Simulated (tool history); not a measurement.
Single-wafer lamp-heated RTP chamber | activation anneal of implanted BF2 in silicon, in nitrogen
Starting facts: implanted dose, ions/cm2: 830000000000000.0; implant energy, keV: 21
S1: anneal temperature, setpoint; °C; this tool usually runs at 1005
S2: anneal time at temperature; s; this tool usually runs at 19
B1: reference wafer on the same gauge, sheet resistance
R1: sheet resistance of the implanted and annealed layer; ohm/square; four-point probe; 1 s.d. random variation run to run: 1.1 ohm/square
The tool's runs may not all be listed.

Run 1, day 0: usual settings but S2 25 s; B1 245.86. Result: R1 207.14 ohm/square.
At day 0.621: pyrometer window cleaned and pyrometer calibrated.
Run 2, day 1.912: usual settings; B1 246.38. Result: R1 214.1 ohm/square.
Run 3, day 3.288: usual settings; B1 246.44. Result: R1 217.03 ohm/square.
Run 4, day 6.229: usual settings but S1 1026 °C, S2 28 s; B1 247.07. Result: R1 187.5 ohm/square.
At day 8.142: reflector plate cleaned.
Run 5, day 9.054: usual settings but S1 1026 °C, S2 28 s; B1 247.49. Result: R1 186.87 ohm/square.
At day 11.667: pyrometer window cleaned and pyrometer calibrated.
Run 6, day 11.688: usual settings but S1 1026 °C, S2 28 s; B1 248.35. Result: R1 187.65 ohm/square.
Run 7, day 14.179: usual settings; B1 248.87. Result: R1 217.91 ohm/square.
Run 8, day 16.708: usual settings; B1 249.48. Result: R1 216.71 ohm/square.
Run 9, day 17.9: usual settings; B1 249.99. Result: R1 217.59 ohm/square.
At day 19.512: reflector plate cleaned.
Run 10, day 20.371: usual settings but S2 23 s; B1 250.87. Result: R1 214.93 ohm/square.
At day 23.292: pyrometer window cleaned and pyrometer calibrated.
Run 11, day 23.312: usual settings but S2 23 s; B1 251.62. Result: R1 214.65 ohm/square.
Run 12, day 25.158: usual settings but S2 23 s; B1 252.59. Result: R1 215.91 ohm/square.
At day 26.508: gauge calibrated.
Run 13, day 27.375: usual settings but S1 1026 °C, S2 27 s; B1 243.3. Result: R1 188.76 ohm/square.
At day 29.696: reflector plate cleaned.
Run 14, day 30.217: usual settings but S1 978 °C, S2 24 s; B1 243.48. Result: R1 238.85 ohm/square.
At day 32.625: pyrometer window cleaned and pyrometer calibrated.
Run 15, day 32.975: usual settings; B1 243.62. Result: R1 210.68 ohm/square.
Run 16, day 34.858: usual settings; B1 243.99. Result: R1 214.38 ohm/square.
Run 17, day 36.708: usual settings but S1 985 °C; B1 244.1. Result: R1 237.36 ohm/square.
Run 18, day 39.525: usual settings; B1 243.93. Result: R1 212.53 ohm/square.
At day 41.079: reflector plate cleaned.
Run 19, day 41.417: usual settings but S1 1027 °C, S2 10 s; B1 244.53. Result: R1 207.9 ohm/square.
At day 43.267: pyrometer window cleaned and pyrometer calibrated.
Run 20, day 43.746: usual settings; B1 244.65. Result: R1 212.08 ohm/square.
Run 21, day 46.154: usual settings but S1 1016 °C, S2 16 s; B1 245.47. Result: R1 208.53 ohm/square.

Run 22 comes next. What will it give?
Run 22, day 47.312: usual settings but S1 1019 °C, S2 8 s; B1 ?. Result: R1 ?.

B1: 245.66
R1: 219.62 ohm/square
Without the tool's hidden state the same run would have given R1 218.27 ohm/square.
